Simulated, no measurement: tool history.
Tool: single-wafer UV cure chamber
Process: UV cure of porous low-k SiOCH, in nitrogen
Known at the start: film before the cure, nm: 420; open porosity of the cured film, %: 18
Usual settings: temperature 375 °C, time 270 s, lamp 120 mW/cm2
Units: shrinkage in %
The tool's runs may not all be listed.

Run 1, hour 0: usual settings but time 165 s. Result: shrinkage 8.921 %.
Run 2, hour 8.8: usual settings but temperature 365 °C, lamp 105 mW/cm2. Result: shrinkage 10.315 %.
Run 3, hour 16.9: usual settings. Result: shrinkage 11.522 %.
Run 4, hour 34.1: usual settings. Result: shrinkage 11.114 %.
Run 5, hour 48.9: usual settings. Result: shrinkage 11.065 %.
Run 6, hour 61.6: usual settings. Result: shrinkage 11.098 %.
Run 7, hour 78.6: usual settings. Result: shrinkage 11.332 %.
Run 8, hour 95.3: usual settings. Result: shrinkage 10.725 %.
Run 9, hour 110.7: usual settings. Result: shrinkage 11.161 %.
Run 10, hour 127.4: usual settings. Result: shrinkage 10.821 %.
Run 11, hour 134.7: usual settings. Result: shrinkage 10.947 %.
At hour 149.6: quartz window cleaned.
Run 12, hour 150.1: usual settings. Result: shrinkage 11.072 %.
Run 13, hour 157.7: usual settings but time 345 s. Result: shrinkage 12.002 %.
Run 14, hour 172.2: usual settings but time 345 s. Result: shrinkage 11.846 %.
Run 15, hour 190.2: usual settings but time 345 s. Result: shrinkage 11.773 %.
Run 16, hour 198: usual settings. Result: shrinkage 10.787 %.
Run 17, hour 211.3: usual settings. Result: shrinkage 10.841 %.
Run 18, hour 219.8: usual settings but temperature 383 °C. Result: shrinkage 10.773 %.
Run 19, hour 228.4: usual settings but temperature 383 °C. Result: shrinkage 10.754 %.
Run 20, hour 238.8: usual settings but temperature 383 °C. Result: shrinkage 10.828 %.
Run 21, hour 247.2: usual settings. Result: shrinkage 10.764 %.
Run 22, hour 254.1: usual settings but temperature 357 °C, time 315 s. Result: shrinkage 11.092 %.
Run 23, hour 266.6: usual settings but temperature 369 °C, time 205 s, lamp 134 mW/cm2. Result: shrinkage 10.065 %.
Run 24, hour 278.2: usual settings but time 165 s. Result: shrinkage 8.376 %.
At hour 296.7: quartz window cleaned.
Run 25, hour 297.2: usual settings but temperature 390 °C, time 150 s, lamp 136 mW/cm2. Result: shrinkage 8.717 %.
Run 26, hour 306.1: usual settings but temperature 380 °C. Result: shrinkage 10.604 %.
Run 27, hour 314.6: usual settings but temperature 364 °C, time 170 s, lamp 91 mW/cm2. Result: shrinkage 7.119 %.
Run 28, hour 321.4: usual settings. Result: shrinkage 10.511 %.
Run 29, hour 330.3: usual settings but temperature 367 °C. Result: shrinkage 10.218 %.
Run 30, hour 343.2: usual settings. Result: shrinkage 10.189 %.
At hour 367.7: UV bulbs replaced.
Run 31, hour 368.2: usual settings. Result: shrinkage 12.919 %.
Run 32, hour 370.1: usual settings but lamp 89 mW/cm2. Result: shrinkage 11.246 %.
Run 33, hour 382.1: usual settings but time 160 s. Result: shrinkage 10.164 %.
Run 34, hour 409.8: usual settings. Result: shrinkage 12.711 %.
Run 35, hour 424.2: usual settings but temperature 369 °C, time 410 s. Result: shrinkage 14.764 %.
Run 36, hour 440.6: usual settings. Result: shrinkage 12.786 %.
At hour 455.7: quartz window cleaned.
Run 37, hour 456.2: usual settings but temperature 390 °C, time 385 s. Result: shrinkage 14.936 %.
Run 38, hour 469.3: usual settings. Result: shrinkage 12.669 %.
Run 39, hour 486.4: usual settings but temperature 368 °C, lamp 140 mW/cm2. Result: shrinkage 13.307 %.
Run 40, hour 492.5: usual settings but lamp 105 mW/cm2. Result: shrinkage 12.185 %.

What the log doesn't show, run by run:
transmission lost against a clean window, %: 0 in every run
H1: lamp output below its setpoint, %
run    H1
  1  29.2
  2  29.4
  3  29.7
  4  30.2
  5  30.7
  6  31.1
  7  31.7
  8  32.2
  9  32.8
 10  33.3
 11  33.6
 12  34.1
 13  34.4
 14  34.9
 15  35.5
 16  35.8
 17  36.2
 18  36.5
 19  36.8
 20  37.2
 21  37.5
 22  37.8
 23  38.2
 24  38.7
 25  39.4
 26  39.7
 27    40
 28  40.3
 29  40.6
 30  41.1
 31  2.33
 32  2.33
 33  2.33
 34  2.35
 35  2.36
 36  2.38
 37  2.41
 38  2.43
 39  2.47
 40  2.48
